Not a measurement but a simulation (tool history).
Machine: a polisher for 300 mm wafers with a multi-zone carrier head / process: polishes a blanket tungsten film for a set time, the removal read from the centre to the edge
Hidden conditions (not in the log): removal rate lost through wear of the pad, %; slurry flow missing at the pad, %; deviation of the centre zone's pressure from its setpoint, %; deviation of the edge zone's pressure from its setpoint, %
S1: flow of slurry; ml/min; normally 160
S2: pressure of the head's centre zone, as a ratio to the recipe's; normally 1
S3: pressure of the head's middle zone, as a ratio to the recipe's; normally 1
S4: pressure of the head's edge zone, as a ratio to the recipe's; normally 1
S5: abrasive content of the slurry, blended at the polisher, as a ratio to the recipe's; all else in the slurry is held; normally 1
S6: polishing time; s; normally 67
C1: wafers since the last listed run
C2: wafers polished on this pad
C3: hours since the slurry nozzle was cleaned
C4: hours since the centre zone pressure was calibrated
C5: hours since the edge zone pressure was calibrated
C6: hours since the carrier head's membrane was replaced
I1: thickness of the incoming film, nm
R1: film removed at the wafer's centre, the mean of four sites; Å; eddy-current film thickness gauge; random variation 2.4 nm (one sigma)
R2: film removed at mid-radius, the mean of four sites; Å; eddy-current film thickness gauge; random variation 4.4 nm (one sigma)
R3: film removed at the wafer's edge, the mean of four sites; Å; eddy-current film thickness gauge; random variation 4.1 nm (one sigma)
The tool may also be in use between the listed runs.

Run 1, hour 0: usual settings; C1 0; C2 219; C3 109.8; C4 143.4; C5 149.3; C6 1014.4; I1 1540.9. Result: R1 3800 Å, R2 3803 Å, R3 3668 Å.
Run 2, hour 35.6: usual settings; C1 202; C2 421; C3 145.4; C4 179; C5 184.9; C6 1050; I1 1566.7. Result: R1 3744 Å, R2 3724 Å, R3 3621 Å.
Run 3, hour 58.7: usual settings; C1 131; C2 553; C3 168.5; C4 202.1; C5 208; C6 1073.1; I1 1565.9. Result: R1 3650 Å, R2 3676 Å, R3 3590 Å.
At hour 72.6: worn pad replaced by a new one.
Run 4, hour 92.1: usual settings; C1 167; C2 110; C3 201.9; C4 235.5; C5 241.4; C6 1106.5; I1 1542.4. Result: R1 3797 Å, R2 3833 Å, R3 3751 Å.
Run 5, hour 107.8: usual settings; C1 89; C2 200; C3 217.6; C4 251.2; C5 257.1; C6 1122.2; I1 1555.6. Result: R1 3805 Å, R2 3844 Å, R3 3684 Å.
Run 6, hour 141: usual settings; C1 189; C2 389; C3 250.8; C4 284.4; C5 290.3; C6 1155.4; I1 1539.2. Result: R1 3713 Å, R2 3689 Å, R3 3571 Å.
At hour 169.4: centre zone pressure recalibrated.
Run 7, hour 169.9: usual settings but S5 0.9; C1 153; C2 542; C3 279.7; C4 0.5; C5 319.2; C6 1184.3; I1 1579.8. Result: R1 3518 Å, R2 3624 Å, R3 3473 Å.
At hour 175.5: edge zone pressure recalibrated.
At hour 182.2: worn pad replaced by a new one.
Run 8, hour 203.5: usual settings; C1 157; C2 121; C3 313.3; C4 34.1; C5 28; C6 1217.9; I1 1566.1. Result: R1 3817 Å, R2 3835 Å, R3 3759 Å.
Run 9, hour 222.3: usual settings; C1 107; C2 228; C3 332.1; C4 52.9; C5 46.8; C6 1236.7; I1 1559.2. Result: R1 3778 Å, R2 3789 Å, R3 3668 Å.
Run 10, hour 254.1: usual settings but S1 120 ml/min, S2 0.93, S3 0.89, S6 53 s; C1 181; C2 409; C3 363.9; C4 84.7; C5 78.6; C6 1268.5; I1 1557.7. Result: R1 2530 Å, R2 2587 Å, R3 2731 Å.
Run 11, hour 278.1: usual settings but S5 0.7; C1 136; C2 546; C3 387.9; C4 108.7; C5 102.6; C6 1292.5; I1 1536.7. Result: R1 3315 Å, R2 3391 Å, R3 3258 Å.
At hour 289.8: worn pad replaced by a new one.
Run 12, hour 294.1: usual settings but S2 0.95; C1 68; C2 24; C3 403.9; C4 124.7; C5 118.6; C6 1308.5; I1 1566. Result: R1 3635 Å, R2 3844 Å, R3 3776 Å.
At hour 302.6: slurry nozzle cleaned.
At hour 308.3: carrier head's membrane replaced by a new one.
Run 13, hour 315.2: usual settings; C1 86; C2 110; C3 12.6; C4 145.8; C5 139.7; C6 6.9; I1 1554.9. Result: R1 3813 Å, R2 3789 Å, R3 3740 Å.
Run 14, hour 348.7: usual settings but S1 200 ml/min, S2 0.9, S3 0.88, S6 60 s; C1 190; C2 301; C3 46.1; C4 179.3; C5 173.2; C6 40.4; I1 1542.4. Result: R1 3132 Å, R2 3225 Å, R3 3350 Å.
Run 15, hour 371.9: usual settings but S2 1.05, S5 0.75; C1 132; C2 433; C3 69.3; C4 202.5; C5 196.4; C6 63.6; I1 1561.3. Result: R1 3591 Å, R2 3397 Å, R3 3286 Å.
At hour 405.6: worn pad replaced by a new one.
Run 16, hour 406.1: usual settings but S6 76 s; C1 172; C2 3; C3 103.5; C4 236.7; C5 230.6; C6 97.8; I1 1544.4. Result: R1 4363 Å, R2 4334 Å, R3 4272 Å.
Run 17, hour 422.3: usual settings but S2 1.11; C1 92; C2 95; C3 119.7; C4 252.9; C5 246.8; C6 114; I1 1585.1. Result: R1 4250 Å, R2 3826 Å, R3 3752 Å.

Predict each of these 3 candidate next runs independently; none follows another, all start after run 17:
Run A, hour 422.7: usual settings but S6 59 s; C1 2; C2 97; C3 120.1; C4 253.3; C5 247.2; C6 114.4; I1 1574.2. Result: R1 ?, R2 ?, R3 ?.
Run B, hour 422.7: usual settings but S3 0.89, S5 0.7; C1 2; C2 97; C3 120.1; C4 253.3; C5 247.2; C6 114.4; I1 1574.2. Result: R1 ?, R2 ?, R3 ?.
Run C, hour 422.7: usual settings but S3 0.95, S4 0.91, S5 0.7; C1 2; C2 97; C3 120.1; C4 253.3; C5 247.2; C6 114.4; I1 1574.2. Result: R1 ?, R2 ?, R3 ?.

run    R1    R2    R3
  A  3342  3368  3322
  B  3448  3228  3433
  C  3449  3364  3321
Without the tool's hidden state the same runs would have given:
run    R1    R2    R3
  A  3441  3468  3421
  B  3550  3324  3535
  C  3551  3463  3419

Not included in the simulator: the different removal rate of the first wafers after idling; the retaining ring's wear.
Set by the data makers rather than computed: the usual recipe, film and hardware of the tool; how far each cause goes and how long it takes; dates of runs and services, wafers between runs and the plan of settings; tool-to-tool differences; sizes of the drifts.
